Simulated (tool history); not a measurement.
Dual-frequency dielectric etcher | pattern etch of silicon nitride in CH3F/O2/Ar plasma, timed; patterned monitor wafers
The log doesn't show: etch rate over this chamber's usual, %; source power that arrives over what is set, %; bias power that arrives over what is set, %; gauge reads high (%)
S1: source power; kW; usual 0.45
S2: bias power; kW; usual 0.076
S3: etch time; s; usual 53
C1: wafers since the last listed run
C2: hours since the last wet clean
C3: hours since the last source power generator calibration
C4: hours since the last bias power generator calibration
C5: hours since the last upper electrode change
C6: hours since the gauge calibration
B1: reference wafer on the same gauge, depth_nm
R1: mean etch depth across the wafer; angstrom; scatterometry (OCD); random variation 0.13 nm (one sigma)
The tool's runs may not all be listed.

Run 1, hour 0: usual settings but S3 56.5 s; C1 0; C2 295; C3 2513.9; C4 4356.7; C5 2709.4; C6 300.1; B1 41.31. Result: R1 424.2 angstrom.
Run 2, hour 47.6: usual settings but S2 0.082 kW, S3 49.5 s; C1 604; C2 342.6; C3 2561.5; C4 4404.3; C5 2757; C6 347.7; B1 41.29. Result: R1 386.7 angstrom.
Run 3, hour 90.9: usual settings but S2 0.082 kW, S3 49.5 s; C1 549; C2 385.9; C3 2604.8; C4 4447.6; C5 2800.3; C6 391; B1 41.27. Result: R1 384.3 angstrom.
Run 4, hour 123: usual settings but S2 0.082 kW, S3 49.5 s; C1 407; C2 418; C3 2636.9; C4 4479.7; C5 2832.4; C6 423.1; B1 41.25. Result: R1 388.5 angstrom.
Run 5, hour 185: usual settings; C1 787; C2 480; C3 2698.9; C4 4541.7; C5 2894.4; C6 485.1; B1 41.29. Result: R1 399 angstrom.
Run 6, hour 209.2: usual settings; C1 307; C2 504.2; C3 2723.1; C4 4565.9; C5 2918.6; C6 509.3; B1 41.3. Result: R1 403.2 angstrom.
At hour 231.1: source power generator calibrated.
Run 7, hour 239.6: usual settings; C1 335; C2 534.6; C3 8.5; C4 4596.3; C5 2949; C6 539.7; B1 41.26. Result: R1 401.6 angstrom.
At hour 255: gauge calibrated.
Run 8, hour 264.2: usual settings but S3 57 s; C1 312; C2 559.2; C3 33.1; C4 4620.9; C5 2973.6; C6 9.2; B1 41.3. Result: R1 431.1 angstrom.
Run 9, hour 324.9: usual settings; C1 770; C2 619.9; C3 93.8; C4 4681.6; C5 3034.3; C6 69.9; B1 41.28. Result: R1 400.9 angstrom.
At hour 354.3: wet clean of the chamber.
At hour 354.3: upper electrode replaced.
Run 10, hour 360.4: usual settings but S3 65 s; C1 145; C2 6.1; C3 129.3; C4 4717.1; C5 6.1; C6 105.4; B1 41.29. Result: R1 506.9 angstrom.
Run 11, hour 400.2: usual settings but S1 0.39 kW, S3 62.5 s; C1 505; C2 45.9; C3 169.1; C4 4756.9; C5 45.9; C6 145.2; B1 41.26. Result: R1 456.3 angstrom.
At hour 411.3: bias power generator calibrated.
At hour 472.5: wet clean of the chamber, repeated, since the last time left the tool worse.
Run 12, hour 473: usual settings but S1 0.4 kW, S2 0.09 kW, S3 68.5 s; C1 568; C2 0.5; C3 241.9; C4 61.7; C5 118.7; C6 218; B1 41.31. Result: R1 517.2 angstrom.
Run 13, hour 493.8: usual settings but S3 64 s; C1 264; C2 21.3; C3 262.7; C4 82.5; C5 139.5; C6 238.8; B1 41.32. Result: R1 467.3 angstrom.
Run 14, hour 564.5: usual settings but S1 0.55 kW, S2 0.07 kW, S3 48 s; C1 897; C2 92; C3 333.4; C4 153.2; C5 210.2; C6 309.5; B1 41.31. Result: R1 369.9 angstrom.

Forecast run 15:
Run 15, hour 597.8: usual settings but S1 0.56 kW; C1 422; C2 125.3; C3 366.7; C4 186.5; C5 243.5; C6 342.8; B1 ?. Result: R1 ?.

Run 15 gave B1 41.31, R1 429.8 angstrom.
Without the tool's hidden state the same run would have given R1 428.1 angstrom.
